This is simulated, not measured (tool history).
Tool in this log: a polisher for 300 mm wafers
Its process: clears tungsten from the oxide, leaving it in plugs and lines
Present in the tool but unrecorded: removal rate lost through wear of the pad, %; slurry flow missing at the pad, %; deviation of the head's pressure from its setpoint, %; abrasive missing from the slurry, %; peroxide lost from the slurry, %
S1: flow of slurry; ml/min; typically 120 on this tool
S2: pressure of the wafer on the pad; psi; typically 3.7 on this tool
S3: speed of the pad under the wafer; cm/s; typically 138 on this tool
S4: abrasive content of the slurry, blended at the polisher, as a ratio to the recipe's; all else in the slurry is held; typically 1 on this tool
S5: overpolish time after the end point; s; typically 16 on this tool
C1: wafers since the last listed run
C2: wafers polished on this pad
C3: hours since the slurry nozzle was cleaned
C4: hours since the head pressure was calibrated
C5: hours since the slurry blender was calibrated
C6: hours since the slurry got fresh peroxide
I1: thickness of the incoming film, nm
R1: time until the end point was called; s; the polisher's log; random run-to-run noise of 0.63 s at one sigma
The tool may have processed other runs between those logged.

run    hour   S1   S2   S3    S4  S5   C1    C2     C3      C4     C5     C6     I1    R1
  1       0   90  3.7  138     1  16    0  3145  478.5   939.1  143.6  239.1    408  70.8
         37  -- worn pad replaced by a new one
  2    39.8  120  3.7  138   1.1  16  268    21  518.3   978.9  183.4  278.9  395.1  53.5
  3    68.5  145  3.7  138     1  16  214   236    547  1007.6  212.1  307.6  401.6  53.1
      118.3  -- head pressure recalibrated
  4   122.9  145  3.7  138     1  16  392   628  601.4     4.6  266.5    362    406    54
  5   154.9   90  4.5  184  1.15  16  239   868  633.4    36.6  298.5    394    403  38.3
      190.2  -- slurry nozzle cleaned
  6   207.7  145  2.6  182     1  16  387  1255   17.5    89.4  351.3  446.8  397.1  60.1
        222  -- slurry tank refilled with fresh slurry and peroxide
      246.7  -- slurry blender recalibrated
  7   263.8   90  3.7  138     1  16  397  1653   73.6   145.5   17.1   41.8  400.9  61.2
  8   292.5  135  3.7  166  0.85  16  214  1868  102.3   174.2   45.8   70.5  401.4  49.6
  9   349.7  120  3.7  138     1  16  428  2296  159.5   231.4    103  127.7  401.4  60.4
 10   435.7  120  3.7  138     1  16  643  2940  245.5   317.4    189  213.7  395.5  62.4
      460.5  -- worn pad replaced by a new one
 11   497.5  105  3.1  118  1.15  16  432   277  307.3   379.2  250.8  275.5  392.3  71.8
 12   551.7  120  3.7  168   1.1  23  405   683  361.5   433.4    305  329.7  398.7  45.1
 13   592.3  135  3.7   98     1  22  304   987  402.1     474  345.6  370.3  396.4  68.2
        619  -- slurry blender recalibrated
      638.7  -- slurry tank refilled with fresh slurry and peroxide
 14   640.3  110  3.7  138   0.8  19  336  1324  450.1     522   21.3    1.6  401.7  57.6
 15   684.3  120  2.7  138  1.25  19  329  1653  494.1     566   65.3   45.6  405.3  72.4
 16   745.3  105  3.7  138   1.1   8  456  2110  555.1     627  126.3  106.6  398.9  59.1
 17   796.6  120  4.8  168     1  20  384  2494  606.4   678.3  177.6  157.9  403.3  39.6
      803.6  -- worn pad replaced by a new one
      821.2  -- slurry nozzle cleaned
 18     841  120  3.7  160  0.75  16  295   272   19.8   722.7    222  202.3  402.5    51
 19   900.5  150  4.3  174     1   7  445   718   79.3   782.2  281.5  261.8  400.9  37.2
 20     951  120  3.7  168     1  16  378  1096  129.8   832.7    332  312.3  396.5  46.4
 21   982.9  105  3.7  138     1  16  238  1335  161.7   864.6  363.9  344.2  404.5  57.1
     1002.7  -- head pressure recalibrated
     1009.5  -- slurry blender recalibrated
 22  1029.6  150  3.7  102     1   9  319  1655  208.4    26.9   20.1  390.9  402.3  67.5
     1031.3  -- slurry tank refilled with fresh slurry and peroxide
 23  1077.9  120  3.7  138     1  16  354  2009  256.7    75.2   68.4   46.6  392.5  56.8
 24  1106.4  120  3.7  138     1  16  213  2222  285.2   103.7   96.9   75.1  400.7  56.8
 25  1130.7  120  3.7  138     1  16  181  2404  309.5     128  121.2   99.4  407.6  59.8

Branching from run 25: 5 alternative next runs. What would each branch give?
  A  1131.2  120  2.8  138    1  16   3  2408  310  128.5  121.7  99.9  403.7   ?
  B  1131.2  120  3.7  122    1  10   3  2408  310  128.5  121.7  99.9  403.7   ?
  C  1131.2  120  3.4  138    1  16   3  2408  310  128.5  121.7  99.9  403.7   ?
  D  1131.2   90  3.7  138  1.2  16   3  2408  310  128.5  121.7  99.9  403.7   ?
  E  1131.2  120  3.7  138  0.9  16   3  2408  310  128.5  121.7  99.9  403.7   ?

run    R1
  A  76.2
  B  64.5
  C  63.6
  D  60.7
  E  59.8
With no hidden state in the tool, these same runs would have given:
run    R1
  A  69.7
  B    59
  C  58.1
  D  55.5
  E  54.7
